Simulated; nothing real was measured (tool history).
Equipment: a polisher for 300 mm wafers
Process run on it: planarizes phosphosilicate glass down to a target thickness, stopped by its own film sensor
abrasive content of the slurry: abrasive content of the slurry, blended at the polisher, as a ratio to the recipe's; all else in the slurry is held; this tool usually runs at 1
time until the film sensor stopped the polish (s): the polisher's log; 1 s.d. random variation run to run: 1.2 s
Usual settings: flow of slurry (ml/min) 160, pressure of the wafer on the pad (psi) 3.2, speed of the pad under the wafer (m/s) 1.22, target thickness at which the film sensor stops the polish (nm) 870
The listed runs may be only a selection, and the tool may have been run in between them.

run	hour	flow of slurry (ml/min)	pressure of the wafer on the pad (psi)	speed of the pad under the wafer (m/s)	abrasive content of the slurry	target thickness at which the film sensor stops the polish (nm)	wafers since the last listed run	wafers polished on this pad	hours since the slurry nozzle was cleaned	hours since the head pressure was calibrated	hours since the slurry blender was calibrated	hours since the conditioning disc was replaced	incoming thickness of the incoming film, nm	time until the film sensor stopped the polish (s)
1	0	160	3.2	1.22	1	870	0	2083	382.7	435.3	428.9	448.6	2049.7	107.9
2	105.7	160	3.2	1.22	1	870	637	2721	488.4	541	534.6	554.3	2049.5	108.8
3	156.1	160	2.8	1.22	0.9	870	304	3025	538.8	591.4	585	604.7	2074.9	138.5
4	246.2	160	3.2	1.42	1	694	543	3569	628.9	681.5	675.1	694.8	2073.7	115.7
# hour 340.6: slurry blender recalibrated
5	358.3	160	3.2	1.22	0.85	595	664	4233	741	793.6	17.7	806.9	2039.9	162.7
6	421.8	160	3.2	1.52	1	870	383	4617	804.5	857.1	81.2	870.4	2036.7	95.1
7	524.3	115	3.2	1.22	1	733	618	5235	907	959.6	183.7	972.9	2017.6	132.9
# hour 569.7: conditioning disc replaced and pad reconditioned
# hour 604.9: worn pad replaced by a new one
8	606.9	180	3.2	1.22	1	870	462	12	989.6	1042.2	266.3	37.2	2037.2	103
# hour 635.9: slurry nozzle cleaned
9	672.5	160	3.2	1.22	1	870	389	402	36.6	1107.8	331.9	102.8	2078.5	107
10	755.1	135	2.9	1.22	1	870	498	900	119.2	1190.4	414.5	185.4	2070.2	121.4
11	838.7	160	3.2	0.92	1	564	504	1405	202.8	1274	498.1	269	2080.5	168.4
# hour 850.9: head pressure recalibrated
12	944.5	160	3.2	1.46	1	870	626	2031	308.6	93.6	603.9	374.8	2054.2	91.7
13	987.4	190	4.2	1.08	1	1173	258	2290	351.5	136.5	646.8	417.7	2071.9	69
# hour 1130.5: slurry blender recalibrated
14	1277.4	160	3.2	1.22	1	870	1738	4028	641.5	426.5	146.9	707.7	2025.5	107.4
15	1320.3	190	3.2	1.22	1	1085	258	4287	684.4	469.4	189.8	750.6	2024	86.7
# hour 1376.3: conditioning disc replaced and pad reconditioned
16	1389.7	160	2.8	1.22	0.9	870	406	4694	753.8	538.8	259.2	13.4	2078.3	143.5
# hour 1448.8: worn pad replaced by a new one, of another model than before
# hour 1508: slurry nozzle cleaned
17	1713.6	160	2.7	1.22	0.8	484	1924	1592	205.6	862.7	583.1	337.3	2039.4	187
18	1809.9	180	3.2	1.22	1	734	581	2173	301.9	959	679.4	433.6	2069.5	122.1
19	1917.7	160	3.2	1.22	1	870	650	2824	409.7	1066.8	787.2	541.4	2066.7	110.3
# hour 1969.1: slurry blender recalibrated
# hour 1996.5: head pressure recalibrated
20	2224.4	205	2.7	1.22	1	870	1826	4651	716.4	227.9	255.3	848.1	2066.2	122.8
# hour 2267.3: conditioning disc replaced and pad reconditioned
21	2272.2	160	3.2	1.1	1	870	276	4927	764.2	275.7	303.1	4.9	2055.4	123.5
# hour 2280.2: worn pad replaced by a new one
# hour 2343: slurry nozzle cleaned
22	2489.3	160	3.2	1.22	1.3	870	1280	1256	146.3	492.8	520.2	222	2052.2	90.7
23	2597.3	160	3.2	1.22	0.8	870	651	1907	254.3	600.8	628.2	330	2074.9	132.8
24	2692.6	160	2.3	1.56	1	870	575	2483	349.6	696.1	723.5	425.3	2103	114.7

Forecast each of these 5 alternatives for the next run:
A	2693.1	140	3.2	1.22	1	870	3	2486	350.1	696.6	724	425.8	2055.2	?
B	2693.1	120	3.2	1.22	0.8	870	3	2486	350.1	696.6	724	425.8	2055.2	?
C	2693.1	160	2.6	1.22	1	870	3	2486	350.1	696.6	724	425.8	2055.2	?
D	2693.1	175	3.2	1.44	0.75	870	3	2486	350.1	696.6	724	425.8	2055.2	?
E	2693.1	120	3.2	1	0.7	1249	3	2486	350.1	696.6	724	425.8	2055.2	?

run	time until the film sensor stopped the polish (s)
A	110.3
B	137.1
C	119.5
D	131.4
E	122.9
With the hidden condition removed and each run's random variation left untouched, the same runs would have given:
run	time until the film sensor stopped the polish (s)
A	106.3
B	132.2
C	115.2
D	126.7
E	118.5
